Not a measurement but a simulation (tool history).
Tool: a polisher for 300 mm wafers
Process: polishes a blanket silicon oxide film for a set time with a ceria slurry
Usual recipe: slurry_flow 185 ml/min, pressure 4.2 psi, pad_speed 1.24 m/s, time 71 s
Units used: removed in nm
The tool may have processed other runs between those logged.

run	day	slurry_flow	pressure	pad_speed	time	incoming thickness of the incoming film, nm	removed
1	0.000	185	4.2	1.24	71	1883.6	444.8
# day 0.571: worn pad replaced by a new one
2	4.396	185	4.2	1.24	71	1870.8	437.0
3	8.767	185	4.2	1.24	71	1876.6	425.5
# day 9.529: slurry nozzle cleaned
4	10.796	185	4.2	1.24	71	1919.8	421.5
# day 11.408: worn pad replaced by a new one
5	12.804	185	4.2	1.24	71	1865.1	416.8
6	15.688	185	4.2	1.24	71	1902.6	408.7
7	17.321	185	4.2	1.24	71	1921.3	405.3
# day 18.283: head pressure recalibrated
# day 24.133: worn pad replaced by a new one
# day 26.383: slurry nozzle cleaned
8	30.621	185	4.2	1.24	71	1888.6	420.2
9	34.600	150	4.2	1.24	60	1902.8	335.3
# day 35.875: worn pad replaced by a new one
# day 36.233: head pressure recalibrated
10	36.254	185	3.5	1.36	71	1918.3	408.8
11	40.588	185	5.4	0.86	71	1891.5	382.4
12	44.483	155	3.4	1.52	71	1891.5	425.3
# day 46.688: slurry nozzle cleaned
13	47.154	155	5.0	1.24	71	1870.4	476.4
# day 48.433: worn pad replaced by a new one
14	50.204	185	3.8	1.24	71	1892.1	379.9
15	53.429	130	4.2	1.24	71	1877.0	380.8
# day 53.633: head pressure recalibrated
16	55.854	185	4.2	1.24	71	1899.0	431.8

Below are 3 alternative next runs, each starting from the tool's condition after run 16. Predict each:
A	55.875	185	4.2	1.24	71	1919.7	?
B	55.875	150	4.2	1.24	71	1919.7	?
C	55.875	245	5.3	1.24	48	1919.7	?

run	removed
A	436.8
B	421.0
C	379.3
With no hidden state in the tool, these same runs would have given:
run	removed
A	440.3
B	424.4
C	382.4

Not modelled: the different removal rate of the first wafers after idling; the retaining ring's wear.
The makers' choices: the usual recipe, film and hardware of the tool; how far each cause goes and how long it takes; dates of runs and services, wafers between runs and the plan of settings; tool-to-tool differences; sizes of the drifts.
